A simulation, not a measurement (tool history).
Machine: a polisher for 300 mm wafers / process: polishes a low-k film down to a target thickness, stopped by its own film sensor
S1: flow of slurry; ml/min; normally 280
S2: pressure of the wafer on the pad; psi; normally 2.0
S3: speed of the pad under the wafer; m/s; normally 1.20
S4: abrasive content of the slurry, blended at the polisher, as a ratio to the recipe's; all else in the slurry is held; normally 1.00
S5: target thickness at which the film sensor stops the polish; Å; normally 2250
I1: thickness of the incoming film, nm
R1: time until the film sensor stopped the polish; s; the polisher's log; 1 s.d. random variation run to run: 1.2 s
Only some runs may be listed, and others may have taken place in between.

run    hour   S1   S2    S3    S4    S5     I1     R1
  1     0.0  280  2.0  1.44  1.00  2250  273.8   87.7
        6.2  -- slurry nozzle cleaned
  2    53.3  280  2.0  1.20  1.00  2250  267.3   87.8
      157.5  -- worn pad replaced by a new one
  3   347.8  280  2.0  1.20  1.00  2250  270.0   92.3
      357.1  -- conditioning disc replaced and pad reconditioned
      404.9  -- slurry blender recalibrated
  4   412.1  280  2.0  1.20  1.00  2250  265.7   85.5
  5   474.8  280  2.0  1.20  1.15  2300  274.6   89.8
      481.7  -- slurry nozzle cleaned
  6   522.6  280  2.0  1.20  1.15  2300  272.1   85.1
  7   567.9  280  2.0  1.20  1.15  2300  274.6   89.6
      631.4  -- worn pad replaced by a new one
  8   659.5  280  2.2  1.20  1.00  2250  274.6   96.6
  9   725.7  280  2.0  1.20  1.20  2250  272.4   90.9
      769.4  -- conditioning disc replaced and pad reconditioned
 10   772.2  280  2.6  1.20  1.00  2190  270.1   81.0
      824.1  -- slurry blender recalibrated
 11   870.3  280  2.0  1.20  1.00  2250  275.7  107.1
      940.8  -- head pressure recalibrated
      956.7  -- slurry nozzle cleaned
 12  1011.8  280  2.0  1.20  1.00  2250  266.1   88.1
 13  1081.4  280  2.0  1.20  0.75  2400  269.9   71.3
     1102.6  -- worn pad replaced by a new one
 14  1141.1  280  1.4  1.20  1.00  2250  269.2  131.5
 15  1191.3  280  1.6  0.84  1.00  2250  267.9  148.3
     1243.3  -- conditioning disc replaced and pad reconditioned
     1251.5  -- slurry blender recalibrated
 16  1266.8  280  2.0  0.92  1.15  2250  273.0  120.1
 17  1316.1  280  2.0  1.36  0.90  2250  269.7   89.1
     1337.3  -- slurry nozzle cleaned
 18  1398.8  330  2.4  1.20  0.90  2250  267.0   74.2
 19  1468.0  280  2.0  1.20  1.00  2250  271.9   99.5
 20  1506.4  280  2.6  1.20  1.00  2250  267.5   67.3
 21  1572.0  280  2.2  1.20  1.00  2300  275.4   84.3
     1590.6  -- worn pad replaced by a new one
 22  1674.1  280  2.3  1.60  1.00  2250  266.4   59.4
     1709.2  -- conditioning disc replaced and pad reconditioned
     1714.0  -- slurry blender recalibrated
 23  1715.3  280  2.0  1.20  1.00  2250  265.7   85.8

Run 24, settings as shown, results not yet in. Your forecast:
 24  1798.2  280  2.0  1.20  1.00  2130  270.9   ?

{"run 24": {"R1": 121.7}}
Minus the tool's unlogged condition, the same run would have read R1 121.7 s.
